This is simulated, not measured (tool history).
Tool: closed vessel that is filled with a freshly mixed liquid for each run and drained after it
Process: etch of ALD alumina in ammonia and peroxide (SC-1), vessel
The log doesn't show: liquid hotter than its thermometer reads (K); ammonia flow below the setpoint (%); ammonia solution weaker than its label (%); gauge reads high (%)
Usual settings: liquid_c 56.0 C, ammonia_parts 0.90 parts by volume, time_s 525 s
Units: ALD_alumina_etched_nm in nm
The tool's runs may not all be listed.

| run | day | liquid_c | ammonia_parts | time_s | wafers since the last listed run | hours since the thermometer was replaced | hours since the ammonia flow meter was replaced | hours since the drum of ammonia solution was connected | hours since the gauge calibration | read-back film thickness of the ALD alumina reference wafer, read on the same gauge (nm) | ALD_alumina_etched_nm |
|---|---|---|---|---|---|---|---|---|---|---|---|
| 1 | 0.000 | 56.0 | 0.90 | 525 | 0 | 815.9 | 1443.4 | 506.2 | 528.8 | 99.97 | 41.50 |
|  | 1.304 | new drum of ammonia solution connected |
| 2 | 4.462 | 56.0 | 0.90 | 525 | 10059 | 923.0 | 1550.5 | 75.8 | 635.9 | 100.02 | 41.82 |
| 3 | 6.525 | 56.0 | 0.90 | 525 | 4693 | 972.5 | 1600.0 | 125.3 | 685.4 | 99.98 | 41.72 |
|  | 6.925 | thermometer replaced |
| 4 | 10.862 | 56.0 | 0.90 | 525 | 9774 | 94.5 | 1704.1 | 229.4 | 789.5 | 99.96 | 41.86 |
| 5 | 13.442 | 56.0 | 0.90 | 525 | 5868 | 156.4 | 1766.0 | 291.3 | 851.4 | 99.97 | 41.53 |
| 6 | 17.746 | 56.0 | 0.90 | 525 | 9793 | 259.7 | 1869.3 | 394.6 | 954.7 | 100.04 | 41.68 |
| 7 | 19.575 | 56.0 | 0.90 | 525 | 4162 | 303.6 | 1913.2 | 438.5 | 998.6 | 100.00 | 41.86 |
|  | 19.921 | new drum of ammonia solution connected |
|  | 20.512 | ammonia flow meter replaced |
| 8 | 23.271 | 62.5 | 1.05 | 525 | 8220 | 392.3 | 66.2 | 80.4 | 1087.3 | 100.00 | 58.97 |
| 9 | 27.050 | 63.0 | 0.90 | 525 | 8599 | 483.0 | 156.9 | 171.1 | 1178.0 | 100.02 | 59.69 |
| 10 | 29.346 | 51.0 | 0.90 | 440 | 5224 | 538.1 | 212.0 | 226.2 | 1233.1 | 99.98 | 26.71 |
|  | 30.692 | gauge calibrated |
| 11 | 33.079 | 65.5 | 0.90 | 525 | 8495 | 627.7 | 301.6 | 315.8 | 57.3 | 99.98 | 67.58 |
| 12 | 34.767 | 59.0 | 0.90 | 610 | 3839 | 668.2 | 342.1 | 356.3 | 97.8 | 99.98 | 56.62 |
| 13 | 37.083 | 56.0 | 0.70 | 525 | 5271 | 723.8 | 397.7 | 411.9 | 153.4 | 100.03 | 40.87 |
| 14 | 40.100 | 56.0 | 0.90 | 525 | 6864 | 796.2 | 470.1 | 484.3 | 225.8 | 100.02 | 41.46 |
|  | 41.083 | new drum of ammonia solution connected |
|  | 44.788 | thermometer replaced |
| 15 | 51.442 | 46.5 | 0.90 | 390 | 25617 | 159.7 | 742.3 | 248.6 | 498.0 | 99.97 | 18.56 |
| 16 | 54.358 | 56.0 | 0.90 | 525 | 6636 | 229.7 | 812.3 | 318.6 | 568.0 | 100.01 | 41.49 |
| 17 | 56.829 | 56.0 | 0.90 | 525 | 5622 | 289.0 | 871.6 | 377.9 | 627.3 | 100.00 | 41.51 |
|  | 59.038 | new drum of ammonia solution connected |
| 18 | 60.671 | 56.0 | 1.05 | 525 | 8646 | 381.2 | 963.8 | 39.2 | 719.5 | 99.99 | 42.06 |

4 ways to go on from here, each from the tool as it stands after run 18. What would each give?
| A | 60.704 | 56.0 | 0.90 | 435 | 75 | 382.0 | 964.6 | 40.0 | 720.3 | ? | ? |
| B | 60.704 | 56.0 | 0.65 | 405 | 75 | 382.0 | 964.6 | 40.0 | 720.3 | ? | ? |
| C | 60.704 | 47.5 | 1.20 | 525 | 75 | 382.0 | 964.6 | 40.0 | 720.3 | ? | ? |
| D | 60.704 | 56.0 | 0.90 | 830 | 75 | 382.0 | 964.6 | 40.0 | 720.3 | ? | ? |

| run | read-back film thickness of the ALD alumina reference wafer, read on the same gauge (nm) | ALD_alumina_etched_nm |
|---|---|---|
| A | 99.98 | 34.64 |
| B | 99.98 | 31.28 |
| C | 99.98 | 27.08 |
| D | 99.98 | 66.10 |
Without the tool's hidden state the same runs would have given:
| run | ALD_alumina_etched_nm |
|---|---|
| A | 34.64 |
| B | 31.28 |
| C | 27.08 |
| D | 66.10 |
